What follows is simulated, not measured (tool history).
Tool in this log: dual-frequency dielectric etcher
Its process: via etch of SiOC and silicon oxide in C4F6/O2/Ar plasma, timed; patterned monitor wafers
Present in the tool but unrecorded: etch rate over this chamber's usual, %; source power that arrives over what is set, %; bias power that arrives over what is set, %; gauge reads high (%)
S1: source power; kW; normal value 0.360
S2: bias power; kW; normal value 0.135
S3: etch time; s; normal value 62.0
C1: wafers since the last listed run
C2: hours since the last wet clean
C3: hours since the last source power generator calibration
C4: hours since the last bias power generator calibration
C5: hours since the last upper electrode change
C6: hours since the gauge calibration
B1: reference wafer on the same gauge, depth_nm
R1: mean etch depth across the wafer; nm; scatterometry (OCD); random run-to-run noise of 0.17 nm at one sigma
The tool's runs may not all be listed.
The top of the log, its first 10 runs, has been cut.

run	day	S1	S2	S3	C1	C2	C3	C4	C5	C6	B1	R1
11	11.267	0.360	0.110	67.0	302	199.5	80.7	123.0	49.9	216.1	61.9	63.3
12	12.975	0.360	0.135	62.0	354	240.5	121.7	164.0	90.9	257.1	61.9	64.9
13	14.325	0.360	0.124	51.5	279	272.9	154.1	196.4	123.3	289.5	61.9	51.5
14	15.146	0.360	0.135	49.0	170	292.6	173.8	216.1	143.0	309.2	61.9	51.0
15	15.679	0.360	0.135	55.5	110	305.4	186.6	228.9	155.8	322.0	61.9	57.6
16	17.567	0.360	0.162	52.5	391	350.7	231.9	274.2	201.1	367.3	61.9	59.1
17	18.342	0.400	0.159	75.5	160	369.3	250.5	292.8	219.7	385.9	61.9	87.8
18	19.154	0.290	0.135	62.0	168	388.8	270.0	312.3	239.2	405.4	61.9	58.9
19	19.688	0.360	0.135	62.0	110	401.6	282.8	325.1	252.0	418.2	61.9	64.3

The next listed run, before its measurement:
20	20.196	0.360	0.164	62.0	105	413.8	295.0	337.3	264.2	430.4	?	?

{"run 20": {"B1": 61.9, "R1": 69.8}}
With no hidden state in the tool, this same run would have given R1 71.8 nm.

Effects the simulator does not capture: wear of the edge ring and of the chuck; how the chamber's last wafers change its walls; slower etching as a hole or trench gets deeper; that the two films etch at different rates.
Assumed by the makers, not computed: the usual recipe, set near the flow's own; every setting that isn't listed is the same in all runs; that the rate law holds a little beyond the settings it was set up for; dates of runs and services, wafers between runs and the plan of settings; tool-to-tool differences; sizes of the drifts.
